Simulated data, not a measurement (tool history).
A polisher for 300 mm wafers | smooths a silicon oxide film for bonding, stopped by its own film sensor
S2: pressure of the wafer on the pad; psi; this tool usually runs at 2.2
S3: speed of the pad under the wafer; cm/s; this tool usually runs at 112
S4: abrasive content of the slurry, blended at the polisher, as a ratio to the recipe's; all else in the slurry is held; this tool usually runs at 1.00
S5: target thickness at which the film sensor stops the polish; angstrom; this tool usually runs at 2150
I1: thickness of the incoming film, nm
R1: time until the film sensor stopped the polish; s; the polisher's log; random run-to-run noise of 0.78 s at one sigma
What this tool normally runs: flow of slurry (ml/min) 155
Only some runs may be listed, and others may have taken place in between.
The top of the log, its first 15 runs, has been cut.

Run 16, day 32.942: usual settings but S4 0.80; I1 252.3. Result: R1 50.6 s.
Run 17, day 35.821: usual settings but flow of slurry (ml/min) 110; I1 249.3. Result: R1 42.8 s.
At day 36.071: worn pad replaced by a new one.
Run 18, day 38.104: usual settings; I1 249.3. Result: R1 42.1 s.
Run 19, day 40.062: usual settings but flow of slurry (ml/min) 200, S2 3.0 psi, S3 142 cm/s, S4 0.90; I1 251.6. Result: R1 28.8 s.
Run 20, day 41.104: usual settings but S2 1.6 psi, S4 0.80, S5 2230 angstrom; I1 251.2. Result: R1 51.4 s.
At day 42.529: slurry blender recalibrated.
Run 21, day 42.550: usual settings; I1 252.4. Result: R1 47.9 s.
Run 22, day 45.583: usual settings but S4 0.90; I1 248.2. Result: R1 43.6 s.
Run 23, day 47.492: usual settings; I1 249.2. Result: R1 44.6 s.
At day 48.058: head pressure recalibrated.
Run 24, day 48.888: usual settings; I1 249.9. Result: R1 39.8 s.
Run 25, day 50.083: usual settings but S2 1.9 psi, S3 92 cm/s, S4 0.75; I1 245.3. Result: R1 51.0 s.
Run 26, day 52.675: usual settings but S2 2.5 psi, S3 152 cm/s, S5 2040 angstrom; I1 245.1. Result: R1 33.6 s.
At day 53.742: slurry nozzle cleaned.
Run 27, day 55.012: usual settings but S2 2.8 psi, S4 0.90; I1 249.4. Result: R1 33.5 s.

Estimate the outcome of run 28 from the log above:
At day 55.842: worn pad replaced by a new one.
Run 28, day 56.354: usual settings; I1 252.0. Result: R1 ?.

R1: 42.8 s
Minus the tool's unlogged condition, the same run would have read R1 42.4 s.
